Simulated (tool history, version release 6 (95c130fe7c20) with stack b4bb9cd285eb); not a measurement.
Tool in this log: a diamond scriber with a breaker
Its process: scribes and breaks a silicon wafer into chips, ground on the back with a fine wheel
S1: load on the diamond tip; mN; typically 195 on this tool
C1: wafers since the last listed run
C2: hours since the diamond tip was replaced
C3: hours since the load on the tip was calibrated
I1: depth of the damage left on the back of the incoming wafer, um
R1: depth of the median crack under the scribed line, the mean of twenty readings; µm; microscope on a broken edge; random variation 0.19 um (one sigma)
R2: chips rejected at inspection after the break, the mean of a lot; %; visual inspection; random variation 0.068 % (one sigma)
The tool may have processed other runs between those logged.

{"run": 1, "hour": 0.0, "S1": 195, "C1": 0, "C2": 785.2, "C3": 518.2, "I1": 2.15, "R1": 10.48, "R2": 1.89}
{"hour": 58.2, "done": "load on the tip recalibrated"}
{"run": 2, "hour": 58.7, "S1": 195, "C1": 156, "C2": 843.9, "C3": 0.5, "I1": 2.79, "R1": 9.13, "R2": 8.78}
{"run": 3, "hour": 120.9, "S1": 195, "C1": 171, "C2": 906.1, "C3": 62.7, "I1": 2.89, "R1": 9.08, "R2": 10.66}
{"run": 4, "hour": 173.9, "S1": 195, "C1": 146, "C2": 959.1, "C3": 115.7, "I1": 2.38, "R1": 9.16, "R2": 11.42}
{"run": 5, "hour": 249.1, "S1": 195, "C1": 207, "C2": 1034.3, "C3": 190.9, "I1": 2.9, "R1": 8.89, "R2": 14.44}
{"run": 6, "hour": 314.4, "S1": 195, "C1": 180, "C2": 1099.6, "C3": 256.2, "I1": 2.16, "R1": 8.95, "R2": 14.33}
{"hour": 336.4, "done": "diamond tip replaced by a new one"}
{"run": 7, "hour": 346.6, "S1": 195, "C1": 83, "C2": 10.2, "C3": 288.4, "I1": 2.69, "R1": 10.4, "R2": 2.26}
{"run": 8, "hour": 405.4, "S1": 175, "C1": 162, "C2": 69, "C3": 347.2, "I1": 2.98, "R1": 9.91, "R2": 4.86}
{"run": 9, "hour": 475.9, "S1": 148, "C1": 194, "C2": 139.5, "C3": 417.7, "I1": 2.91, "R1": 8.53, "R2": 17.51}
{"run": 10, "hour": 505.5, "S1": 195, "C1": 81, "C2": 169.1, "C3": 447.3, "I1": 2.67, "R1": 11.19, "R2": 3.36}
{"hour": 548.9, "done": "load on the tip recalibrated"}
{"run": 11, "hour": 557.4, "S1": 179, "C1": 137, "C2": 221, "C3": 8.5, "I1": 2.1, "R1": 9.62, "R2": 4.21}
{"run": 12, "hour": 586.5, "S1": 195, "C1": 80, "C2": 250.1, "C3": 37.6, "I1": 2.65, "R1": 10.79, "R2": 2.26}
{"run": 13, "hour": 645.5, "S1": 195, "C1": 162, "C2": 309.1, "C3": 96.6, "I1": 2.88, "R1": 10.61, "R2": 2.8}
{"run": 14, "hour": 686.4, "S1": 234, "C1": 112, "C2": 350, "C3": 137.5, "I1": 2.62, "R1": 11.98, "R2": 10.42}

Below are 5 alternative next runs, each starting from the tool's condition after run 14. Predict each:
{"run": "A", "hour": 687.0, "S1": 253, "C1": 1, "C2": 350.6, "C3": 138.1, "I1": 2.01, "R1": "?", "R2": "?"}
{"run": "B", "hour": 687.0, "S1": 147, "C1": 1, "C2": 350.6, "C3": 138.1, "I1": 2.01, "R1": "?", "R2": "?"}
{"run": "C", "hour": 687.0, "S1": 240, "C1": 1, "C2": 350.6, "C3": 138.1, "I1": 2.01, "R1": "?", "R2": "?"}
{"run": "D", "hour": 687.0, "S1": 239, "C1": 1, "C2": 350.6, "C3": 138.1, "I1": 2.01, "R1": "?", "R2": "?"}
{"run": "E", "hour": 687.0, "S1": 217, "C1": 1, "C2": 350.6, "C3": 138.1, "I1": 2.01, "R1": "?", "R2": "?"}

run=A R1=12.96 R2=17.47
run=B R1=8.42 R2=23.89
run=C R1=12.45 R2=11.96
run=D R1=12.41 R2=11.56
run=E R1=11.52 R2=4.35
Without the tool's hidden state the same runs would have given:
run=A R1=13.02 R2=18.14
run=B R1=8.45 R2=23.15
run=C R1=12.51 R2=12.52
run=D R1=12.47 R2=12.12
run=E R1=11.57 R2=4.67

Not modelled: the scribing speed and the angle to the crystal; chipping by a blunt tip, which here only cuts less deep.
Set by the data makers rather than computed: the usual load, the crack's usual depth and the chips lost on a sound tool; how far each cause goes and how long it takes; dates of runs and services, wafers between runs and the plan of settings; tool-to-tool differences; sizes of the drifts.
